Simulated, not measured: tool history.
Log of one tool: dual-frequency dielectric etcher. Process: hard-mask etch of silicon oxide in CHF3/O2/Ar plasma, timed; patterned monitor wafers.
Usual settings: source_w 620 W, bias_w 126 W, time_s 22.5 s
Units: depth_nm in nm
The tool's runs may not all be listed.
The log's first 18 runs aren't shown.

run	hour	source_w	bias_w	time_s	read-back reference wafer on the same gauge, depth_nm	depth_nm
19	1361.4	620	126	22.5	42.06	43.77
# hour 1433.5: bias power generator calibrated
# hour 1439.2: wet clean of the chamber
20	1442.3	620	126	22.5	42.37	44.05
# hour 1460.5: source power generator calibrated
21	1505.0	670	151	20.0	42.54	41.90
22	1552.2	620	126	22.5	42.68	44.39
23	1647.2	560	146	17.0	42.92	33.91
24	1739.6	770	126	22.5	43.10	49.05
25	1819.8	720	147	27.0	43.24	58.75
26	1905.1	620	126	16.0	43.33	31.76
# hour 2004.9: wet clean of the chamber
27	2005.4	490	139	25.0	43.49	46.72
28	2073.6	620	126	28.5	43.55	56.82
29	2173.7	780	113	25.0	43.63	53.98
30	2223.0	460	110	17.5	43.68	30.41

3 ways to go on from here, each from the tool as it stands after run 30. What would each give?
A	2223.4	620	126	22.5	?	?
B	2223.4	770	157	24.5	?	?
C	2223.4	680	107	24.5	?	?

run	read-back reference wafer on the same gauge, depth_nm	depth_nm
A	43.63	45.22
B	43.63	56.50
C	43.63	49.18
Without the tool's hidden state the same runs would have given:
run	depth_nm
A	43.08
B	53.82
C	46.85
